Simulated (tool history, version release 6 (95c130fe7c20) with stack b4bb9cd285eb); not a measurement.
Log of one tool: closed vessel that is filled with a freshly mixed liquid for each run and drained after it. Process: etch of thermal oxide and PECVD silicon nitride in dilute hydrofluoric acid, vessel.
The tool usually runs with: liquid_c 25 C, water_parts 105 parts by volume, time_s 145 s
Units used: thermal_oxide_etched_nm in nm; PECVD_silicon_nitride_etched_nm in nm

| run | hour | liquid_c | water_parts | time_s | wafers since the last listed run | hours since the thermometer was replaced | hours since the hydrofluoric acid flow meter was replaced | hours since the gauge calibration | read-back film thickness of the thermal oxide reference wafer, read on the same gauge (nm) | read-back film thickness of the PECVD silicon nitride reference wafer, read on the same gauge (nm) | thermal_oxide_etched_nm | PECVD_silicon_nitride_etched_nm |
|---|---|---|---|---|---|---|---|---|---|---|---|---|
| 1 | 0 | 25 | 105 | 175 | 0 | 1672.9 | 75.8 | 596.2 | 137.32 | 107.893 | 8.25 | 3.465 |
| 2 | 68.4 | 25 | 105 | 175 | 5272 | 1741.3 | 144.2 | 664.6 | 137.08 | 107.743 | 8.19 | 3.417 |
| 3 | 124.1 | 25 | 125 | 145 | 4293 | 1797 | 199.9 | 720.3 | 136.89 | 107.557 | 5.55 | 2.383 |
| 4 | 175.3 | 25 | 105 | 145 | 3946 | 1848.2 | 251.1 | 771.5 | 136.74 | 107.425 | 6.74 | 2.901 |
| 5 | 218.2 | 25 | 105 | 145 | 3306 | 1891.1 | 294 | 814.4 | 136.58 | 107.302 | 6.77 | 2.854 |
| 6 | 279.5 | 25 | 105 | 145 | 4725 | 1952.4 | 355.3 | 875.7 | 136.35 | 107.128 | 6.72 | 2.89 |
| 7 | 348.3 | 28 | 105 | 145 | 5303 | 2021.2 | 424.1 | 944.5 | 136.08 | 106.942 | 7.52 | 3.476 |
| 8 | 383.2 | 25 | 140 | 145 | 2690 | 2056.1 | 459 | 979.4 | 135.98 | 106.838 | 4.84 | 2.151 |
| 9 | 430.3 | 25 | 140 | 145 | 3630 | 2103.2 | 506.1 | 1026.5 | 135.83 | 106.708 | 4.81 | 2.161 |
| 10 | 466 | 25 | 115 | 145 | 2751 | 2138.9 | 541.8 | 1062.2 | 135.68 | 106.599 | 6.04 | 2.611 |
| 11 | 526.4 | 25 | 115 | 145 | 4655 | 2199.3 | 602.2 | 1122.6 | 135.49 | 106.461 | 6.04 | 2.58 |
|  | 552.2 | hydrofluoric acid flow meter replaced |
| 12 | 592.6 | 25 | 105 | 145 | 5025 | 2265.5 | 40.4 | 1188.8 | 135.25 | 106.26 | 6.64 | 2.829 |
|  | 604.8 | gauge calibrated |
| 13 | 644.7 | 25 | 105 | 200 | 4015 | 2317.6 | 92.5 | 39.9 | 140.25 | 110.214 | 9.57 | 4.067 |
| 14 | 682.3 | 30 | 145 | 145 | 2898 | 2355.2 | 130.1 | 77.5 | 140.12 | 110.081 | 5.75 | 2.877 |
| 15 | 707.7 | 25 | 75 | 145 | 1957 | 2380.6 | 155.5 | 102.9 | 140.03 | 110.022 | 10.03 | 4.043 |
| 16 | 753.1 | 23 | 140 | 145 | 3499 | 2426 | 200.9 | 148.3 | 139.87 | 109.882 | 4.59 | 1.944 |
| 17 | 821.5 | 25 | 105 | 145 | 5272 | 2494.4 | 269.3 | 216.7 | 139.65 | 109.694 | 6.87 | 2.933 |
| 18 | 846.3 | 25 | 105 | 145 | 1911 | 2519.2 | 294.1 | 241.5 | 139.56 | 109.638 | 6.9 | 2.942 |
|  | 900.4 | thermometer replaced |
| 19 | 915.9 | 21 | 105 | 145 | 5287 | 15.5 | 363.7 | 311.1 | 139.3 | 109.455 | 5.89 | 2.26 |
| 20 | 960.7 | 25 | 105 | 145 | 3453 | 60.3 | 408.5 | 355.9 | 139.13 | 109.338 | 6.88 | 2.918 |
| 21 | 1015.9 | 23.5 | 85 | 70 | 4254 | 115.5 | 463.7 | 411.1 | 138.94 | 109.168 | 3.94 | 1.58 |
| 22 | 1085.4 | 25 | 105 | 120 | 5357 | 185 | 533.2 | 480.6 | 138.7 | 108.972 | 5.71 | 2.413 |
|  | 1119.2 | hydrofluoric acid flow meter replaced |
| 23 | 1137 | 25 | 105 | 145 | 3900 | 236.6 | 17.8 | 532.2 | 138.53 | 108.842 | 6.83 | 2.934 |
| 24 | 1163.1 | 21 | 125 | 70 | 2011 | 262.7 | 43.9 | 558.3 | 138.41 | 108.761 | 2.31 | 0.904 |

Consider 5 possible next runs. They are alternatives, not a sequence: every one starts from the tool as it was left by run 24. What does each give?
| A | 1163.8 | 25 | 105 | 145 | 53 | 263.4 | 44.6 | 559 | ? | ? | ? | ? |
| B | 1163.8 | 29.5 | 85 | 195 | 53 | 263.4 | 44.6 | 559 | ? | ? | ? | ? |
| C | 1163.8 | 28 | 155 | 215 | 53 | 263.4 | 44.6 | 559 | ? | ? | ? | ? |
| D | 1163.8 | 27 | 105 | 145 | 53 | 263.4 | 44.6 | 559 | ? | ? | ? | ? |
| E | 1163.8 | 21 | 75 | 145 | 53 | 263.4 | 44.6 | 559 | ? | ? | ? | ? |

| run | read-back film thickness of the thermal oxide reference wafer, read on the same gauge (nm) | read-back film thickness of the PECVD silicon nitride reference wafer, read on the same gauge (nm) | thermal_oxide_etched_nm | PECVD_silicon_nitride_etched_nm |
|---|---|---|---|---|
| A | 138.43 | 108.752 | 6.84 | 2.939 |
| B | 138.43 | 108.752 | 13.89 | 6.518 |
| C | 138.43 | 108.752 | 7.24 | 3.577 |
| D | 138.43 | 108.752 | 7.4 | 3.345 |
| E | 138.43 | 108.752 | 8.46 | 3.134 |
With the hidden condition removed and each run's random variation left untouched, the same runs would have given:
| run | thermal_oxide_etched_nm | PECVD_silicon_nitride_etched_nm |
|---|---|---|
| A | 6.92 | 2.973 |
| B | 14.05 | 6.592 |
| C | 7.32 | 3.618 |
| D | 7.48 | 3.384 |
| E | 8.56 | 3.17 |

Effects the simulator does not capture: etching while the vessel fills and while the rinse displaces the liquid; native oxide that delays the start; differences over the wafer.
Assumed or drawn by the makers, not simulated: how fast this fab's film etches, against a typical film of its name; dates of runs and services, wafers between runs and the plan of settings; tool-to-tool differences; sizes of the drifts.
